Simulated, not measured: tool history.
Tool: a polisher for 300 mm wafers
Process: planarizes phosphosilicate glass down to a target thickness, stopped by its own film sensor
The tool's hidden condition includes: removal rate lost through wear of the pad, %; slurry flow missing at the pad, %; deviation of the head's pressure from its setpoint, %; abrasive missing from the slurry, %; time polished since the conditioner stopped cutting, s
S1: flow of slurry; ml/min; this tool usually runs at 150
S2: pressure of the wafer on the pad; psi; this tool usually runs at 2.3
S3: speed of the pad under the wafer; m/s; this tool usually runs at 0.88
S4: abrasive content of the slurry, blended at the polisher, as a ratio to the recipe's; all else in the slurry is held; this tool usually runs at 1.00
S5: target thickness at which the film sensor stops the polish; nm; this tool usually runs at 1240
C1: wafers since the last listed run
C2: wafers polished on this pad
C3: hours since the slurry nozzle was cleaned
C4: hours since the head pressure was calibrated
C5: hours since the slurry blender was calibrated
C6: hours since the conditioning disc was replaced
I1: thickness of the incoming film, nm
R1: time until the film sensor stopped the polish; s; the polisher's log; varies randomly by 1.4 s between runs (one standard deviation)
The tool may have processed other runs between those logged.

run	hour	S1	S2	S3	S4	S5	C1	C2	C3	C4	C5	C6	I1	R1
1	0.0	120	2.3	0.88	1.00	1240	0	656	390.2	595.7	155.5	346.0	1996.8	143.1
# hour 11.3: slurry blender recalibrated
2	12.6	120	2.3	0.88	1.00	1240	86	743	402.8	608.3	1.3	358.6	1993.4	142.2
3	20.8	120	2.3	0.88	1.00	1240	67	810	411.0	616.5	9.5	366.8	2017.3	145.4
4	37.9	150	2.3	0.88	1.00	1240	139	949	428.1	633.6	26.6	383.9	2027.8	139.3
5	55.4	150	2.3	0.88	1.00	1052	143	1092	445.6	651.1	44.1	401.4	2028.0	175.3
6	71.1	150	2.3	0.88	1.00	1240	128	1221	461.3	666.8	59.8	417.1	1972.6	129.4
# hour 77.0: worn pad replaced by a new one
7	77.5	150	2.3	0.88	1.00	1240	19	3	467.7	673.2	66.2	423.5	2039.8	142.8
# hour 83.1: slurry nozzle cleaned
8	84.4	150	2.3	0.88	1.00	1240	48	52	1.3	680.1	73.1	430.4	2031.7	139.3
9	99.5	150	2.3	0.88	1.00	1240	123	175	16.4	695.2	88.2	445.5	2036.6	140.7
10	111.3	150	2.5	0.88	1.00	1240	96	271	28.2	707.0	100.0	457.3	1983.5	123.6
11	121.6	135	2.8	0.66	1.00	1003	84	356	38.5	717.3	110.3	467.6	2016.0	175.4
12	128.1	175	2.3	0.88	0.75	1240	53	409	45.0	723.8	116.8	474.1	1976.6	150.9
# hour 161.3: slurry blender recalibrated
13	163.5	150	2.3	0.88	1.00	1240	272	682	80.4	759.2	2.2	509.5	1996.7	137.0
# hour 166.9: conditioning disc replaced and pad reconditioned
14	171.4	150	2.3	1.10	1.00	1240	48	730	88.3	767.1	10.1	4.5	2009.1	109.0
15	184.5	150	2.3	0.88	1.00	1240	107	837	101.4	780.2	23.2	17.6	1993.1	123.2
16	194.5	110	2.9	0.88	1.30	1159	81	919	111.4	790.2	33.2	27.6	2007.0	104.5
17	226.1	150	2.3	0.88	1.00	1240	258	1177	143.0	821.8	64.8	59.2	1975.0	121.8
# hour 231.8: head pressure recalibrated
# hour 233.7: worn pad replaced by a new one, of another model than before
18	234.2	150	2.3	0.88	1.00	1240	34	4	151.1	2.4	72.9	67.3	2002.7	128.3
19	247.8	150	2.3	1.02	1.00	1240	111	115	164.7	16.0	86.5	80.9	1998.7	122.9
20	294.4	150	1.5	0.88	0.85	1240	380	496	211.3	62.6	133.1	127.5	2022.4	182.4
21	302.8	130	2.3	0.88	1.00	1240	68	564	219.7	71.0	141.5	135.9	2017.9	141.1
22	313.7	150	2.8	1.06	0.85	1041	89	654	230.6	81.9	152.4	146.8	2004.2	148.2
23	321.1	150	1.7	0.88	1.00	1015	60	714	238.0	89.3	159.8	154.2	2042.0	206.4
24	335.4	150	2.6	0.98	1.00	1240	116	831	252.3	103.6	174.1	168.5	1997.1	117.2

Hidden state, per run?
removal rate lost through wear of the pad, %: 0 at every run
slurry flow missing at the pad, %: 0 at every run
deviation of the head's pressure from its setpoint, %: 0 at every run
abrasive missing from the slurry, %: 0 at every run
H1: time polished since the conditioner stopped cutting, s
run	H1
1	320
2	323
3	326
4	331
5	335
6	339
7	340
8	341
9	344
10	347
11	348
12	350
13	355
14	34.4
15	58.1
16	75.2
17	124
18	135
19	152
20	205
21	213
22	223
23	229
24	241
